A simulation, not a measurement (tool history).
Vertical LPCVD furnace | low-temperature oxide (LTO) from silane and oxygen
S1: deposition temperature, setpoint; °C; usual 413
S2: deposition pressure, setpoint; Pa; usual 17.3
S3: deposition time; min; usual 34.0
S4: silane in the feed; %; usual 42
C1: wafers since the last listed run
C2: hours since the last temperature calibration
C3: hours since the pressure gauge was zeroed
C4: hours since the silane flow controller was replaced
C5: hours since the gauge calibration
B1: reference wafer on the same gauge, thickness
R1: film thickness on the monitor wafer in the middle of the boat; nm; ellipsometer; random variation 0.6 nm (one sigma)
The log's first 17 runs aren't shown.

Run 18, hour 366.5: usual settings but S1 403 °C, S3 42.5 min; C1 423; C2 169.2; C3 64.7; C4 372.1; C5 676.1; B1 249.96. Result: R1 248.66 nm.
Run 19, hour 389.1: usual settings; C1 294; C2 191.8; C3 87.3; C4 394.7; C5 698.7; B1 249.88. Result: R1 220.24 nm.
Run 20, hour 405.9: usual settings but S1 423 °C, S3 26.0 min, S4 45 %; C1 218; C2 208.6; C3 104.1; C4 411.5; C5 715.5; B1 249.88. Result: R1 200.10 nm.
At hour 421.3: gauge calibrated.
Run 21, hour 425.0: usual settings; C1 248; C2 227.7; C3 123.2; C4 430.6; C5 3.7; B1 249.79. Result: R1 221.69 nm.
Run 22, hour 446.5: usual settings but S1 404 °C, S2 21.3 Pa, S4 35 %; C1 280; C2 249.2; C3 144.7; C4 452.1; C5 25.2; B1 250.12. Result: R1 198.13 nm.
Run 23, hour 462.8: usual settings but S2 20.7 Pa, S3 42.0 min, S4 50 %; C1 212; C2 265.5; C3 161.0; C4 468.4; C5 41.5; B1 250.02. Result: R1 383.18 nm.
Run 24, hour 489.2: usual settings but S1 409 °C; C1 344; C2 291.9; C3 187.4; C4 494.8; C5 67.9; B1 249.92. Result: R1 212.11 nm.
Run 25, hour 522.1: usual settings but S2 19.3 Pa; C1 428; C2 324.8; C3 220.3; C4 527.7; C5 100.8; B1 250.07. Result: R1 245.08 nm.
Run 26, hour 537.8: usual settings but S1 418 °C, S3 28.0 min; C1 204; C2 340.5; C3 236.0; C4 543.4; C5 116.5; B1 250.13. Result: R1 190.99 nm.
Run 27, hour 567.6: usual settings but S4 38 %; C1 388; C2 370.3; C3 265.8; C4 573.2; C5 146.3; B1 249.99. Result: R1 196.94 nm.
Run 28, hour 589.8: usual settings but S1 402 °C; C1 289; C2 392.5; C3 288.0; C4 595.4; C5 168.5; B1 250.03. Result: R1 197.02 nm.
Run 29, hour 602.6: usual settings but S2 18.7 Pa, S3 45.5 min, S4 34 %; C1 166; C2 405.3; C3 300.8; C4 608.2; C5 181.3; B1 249.89. Result: R1 246.40 nm.
Run 30, hour 625.5: usual settings but S1 409 °C, S3 41.5 min; C1 298; C2 428.2; C3 323.7; C4 631.1; C5 204.2; B1 249.64. Result: R1 257.09 nm.
Run 31, hour 657.6: usual settings but S1 401 °C, S2 15.3 Pa, S3 40.0 min, S4 34 %; C1 418; C2 460.3; C3 355.8; C4 663.2; C5 236.3; B1 249.93. Result: R1 154.73 nm.
Run 32, hour 685.0: usual settings; C1 357; C2 487.7; C3 383.2; C4 690.6; C5 263.7; B1 249.98. Result: R1 219.68 nm.

Forecast each of these 3 alternatives for the next run:
Run A, hour 690.1: usual settings; C1 66; C2 492.8; C3 388.3; C4 695.7; C5 268.8; B1 ?. Result: R1 ?.
Run B, hour 690.1: usual settings but S1 422 °C, S2 21.3 Pa, S4 47 %; C1 66; C2 492.8; C3 388.3; C4 695.7; C5 268.8; B1 ?. Result: R1 ?.
Run C, hour 690.1: usual settings but S2 20.0 Pa, S3 28.5 min; C1 66; C2 492.8; C3 388.3; C4 695.7; C5 268.8; B1 ?. Result: R1 ?.

run      B1      R1
  A  249.79  219.74
  B  249.79  330.70
  C  249.79  212.80
Without the tool's hidden state the same runs would have given:
run      R1
  A  221.84
  B  333.26
  C  214.56

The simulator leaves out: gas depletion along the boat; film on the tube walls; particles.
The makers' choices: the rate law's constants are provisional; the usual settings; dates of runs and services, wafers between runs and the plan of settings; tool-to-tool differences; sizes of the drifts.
